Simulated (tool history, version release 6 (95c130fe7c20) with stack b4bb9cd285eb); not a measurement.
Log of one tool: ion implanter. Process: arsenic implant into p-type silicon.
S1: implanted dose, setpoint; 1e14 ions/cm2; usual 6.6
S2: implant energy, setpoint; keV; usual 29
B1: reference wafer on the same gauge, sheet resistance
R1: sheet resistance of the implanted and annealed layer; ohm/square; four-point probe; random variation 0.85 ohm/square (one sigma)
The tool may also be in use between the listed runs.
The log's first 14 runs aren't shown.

| run | hour | S1 | S2 | B1 | R1 |
|---|---|---|---|---|---|
| 15 | 186.5 | 5.36 | 29 | 179.97 | 188.06 |
| 16 | 202.2 | 4.84 | 39 | 180.06 | 193.14 |
|  | 215.8 | gauge calibrated |
|  | 235.9 | Faraday cup replaced and dose calibrated |
| 17 | 236.4 | 7.64 | 24.5 | 180.27 | 154.16 |
| 18 | 258.8 | 8.26 | 25.5 | 180.28 | 144.29 |
|  | 274 | extraction supply calibrated |
| 19 | 274.5 | 5.34 | 21 | 179.9 | 204.01 |
| 20 | 281 | 5.49 | 24 | 179.65 | 195.19 |
| 21 | 289.2 | 6.06 | 29 | 179.82 | 176.31 |
| 22 | 299 | 6.6 | 29 | 179.99 | 164.48 |
| 23 | 313.7 | 5.58 | 34 | 180.19 | 181.43 |
| 24 | 328.3 | 7.22 | 20.5 | 180.05 | 163.73 |
| 25 | 346.3 | 5.33 | 20.5 | 180.08 | 203.49 |
| 26 | 363.9 | 8.53 | 29 | 179.78 | 137.67 |
| 27 | 375.7 | 5.7 | 34 | 180.31 | 178.01 |
| 28 | 393.3 | 4.74 | 38 | 180.05 | 203.56 |
| 29 | 409.9 | 6.6 | 29 | 180.24 | 163.74 |
| 30 | 416 | 8.51 | 24 | 179.92 | 141.38 |
| 31 | 428.1 | 6.6 | 37.5 | 180.04 | 157.62 |
| 32 | 444.3 | 5.06 | 32.5 | 179.57 | 195.62 |
| 33 | 453.1 | 6.6 | 29 | 179.93 | 162.57 |
| 34 | 470.2 | 6.06 | 29 | 179.55 | 174.22 |
| 35 | 481.7 | 7.8 | 26 | 179.95 | 147.61 |
| 36 | 491.8 | 7.46 | 24 | 180.5 | 154.55 |
| 37 | 504.4 | 6.6 | 38 | 180.36 | 156.65 |

Forecast each of these 4 alternatives for the next run:
| A | 504.8 | 7.63 | 29 | ? | ? |
| B | 504.8 | 5.22 | 19.5 | ? | ? |
| C | 504.8 | 6.6 | 20 | ? | ? |
| D | 504.8 | 5.5 | 23.5 | ? | ? |

| run | B1 | R1 |
|---|---|---|
| A | 179.73 | 148.05 |
| B | 179.73 | 207.69 |
| C | 179.73 | 174.6 |
| D | 179.73 | 194.55 |
Without the tool's hidden state the same runs would have given:
| run | R1 |
|---|---|
| A | 149.58 |
| B | 209.89 |
| C | 176.4 |
| D | 196.64 |
